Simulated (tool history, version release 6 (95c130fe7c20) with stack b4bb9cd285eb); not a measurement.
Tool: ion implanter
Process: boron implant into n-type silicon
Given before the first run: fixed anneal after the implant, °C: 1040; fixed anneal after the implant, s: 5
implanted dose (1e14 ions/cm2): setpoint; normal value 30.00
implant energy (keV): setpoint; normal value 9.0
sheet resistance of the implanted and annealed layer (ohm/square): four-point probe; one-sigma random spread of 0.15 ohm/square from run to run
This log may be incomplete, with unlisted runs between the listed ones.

run   hour  implanted dose (1e14 ions/cm2)  implant energy (keV)  wafers since the last listed run  hours since the last dose calibration  hours since the extraction supply was calibrated  hours since the gauge calibration  read-back reference wafer on the same gauge, sheet resistance  sheet resistance of the implanted and annealed layer (ohm/square)
  1    0.0                           33.92                   9.0                                 0                                  950.6                                            3355.9                               62.2                                                          97.40                                                              95.86
  2   35.2                           33.92                   9.0                              1000                                  985.8                                            3391.1                               97.4                                                          97.45                                                              96.15
  3   64.5                           33.92                   9.0                               832                                 1015.1                                            3420.4                              126.7                                                          97.37                                                              96.11
  4   84.9                           30.00                   9.0                               579                                 1035.5                                            3440.8                              147.1                                                          97.42                                                              97.45
  5  120.3                           30.00                   9.0                              1006                                 1070.9                                            3476.2                              182.5                                                          97.37                                                              97.27
  6  150.6                           30.00                   9.0                               861                                 1101.2                                            3506.5                              212.8                                                          97.45                                                              97.41
  7  178.4                           30.00                   9.0                               790                                 1129.0                                            3534.3                              240.6                                                          97.41                                                              97.43
  8  199.9                           25.92                  10.5                               611                                 1150.5                                            3555.8                              262.1                                                          97.40                                                              90.27
  9  221.5                           25.92                  10.5                               613                                 1172.1                                            3577.4                              283.7                                                          97.40                                                              90.43
 10  252.5                           25.92                  10.5                               881                                 1203.1                                            3608.4                              314.7                                                          97.38                                                              90.37
 11  266.4                           21.00                   8.0                               395                                 1217.0                                            3622.3                              328.6                                                          97.44                                                             110.08
     271.8  -- gauge calibrated
 12  301.7                           30.00                   9.0                              1003                                 1252.3                                            3657.6                               29.9                                                          97.41                                                              97.27
 13  329.6                           36.53                   7.5                               792                                 1280.2                                            3685.5                               57.8                                                          97.35                                                             106.71
     356.9  -- Faraday cup replaced and dose calibrated
     362.8  -- extraction supply calibrated
 14  363.3                           21.09                  11.0                               561                                    6.4                                               0.5                               91.5                                                          97.38                                                              92.04
 15  380.8                           37.22                   6.0                               497                                   23.9                                              18.0                              109.0                                                          97.39                                                             121.58
 16  412.1                           30.00                   9.0                               889                                   55.2                                              49.3                              140.3                                                          97.38                                                              97.36
 17  440.9                           21.40                  10.5                               818                                   84.0                                              78.1                              169.1                                                          97.40                                                              94.23
 18  535.0                           24.90                   8.0                              2674                                  178.1                                             172.2                              263.2                                                          97.41                                                             107.12
 19  552.2                           36.90                  12.0                               488                                  195.3                                             189.4                              280.4                                                          97.40                                                              78.96
     566.3  -- gauge calibrated
 20  568.6                           25.91                  11.0                               466                                  211.7                                             205.8                                2.3                                                          97.39                                                              87.76
 21  598.9                           30.00                   9.0                               861                                  242.0                                             236.1                               32.6                                                          97.43                                                              97.60

Each row is a separate what-if for the run after 21, all from the same tool condition, not one after another. Results?
  A  599.3                           25.91                   9.0                                11                                  242.4                                             236.5                               33.0                                                              ?                                                                  ?
  B  599.3                           23.40                   7.5                                11                                  242.4                                             236.5                               33.0                                                              ?                                                                  ?
  C  599.3                           38.91                  11.5                                11                                  242.4                                             236.5                               33.0                                                              ?                                                                  ?
  D  599.3                           37.96                  10.0                                11                                  242.4                                             236.5                               33.0                                                              ?                                                                  ?

run  read-back reference wafer on the same gauge, sheet resistance  sheet resistance of the implanted and annealed layer (ohm/square)
  A                                                          97.39                                                              99.20
  B                                                          97.39                                                             112.21
  C                                                          97.39                                                              80.72
  D                                                          97.39                                                              88.49
Had the tool no hidden state, the same runs would have come out as:
run  sheet resistance of the implanted and annealed layer (ohm/square)
  A                                                              99.20
  B                                                             112.21
  C                                                              80.72
  D                                                              88.49
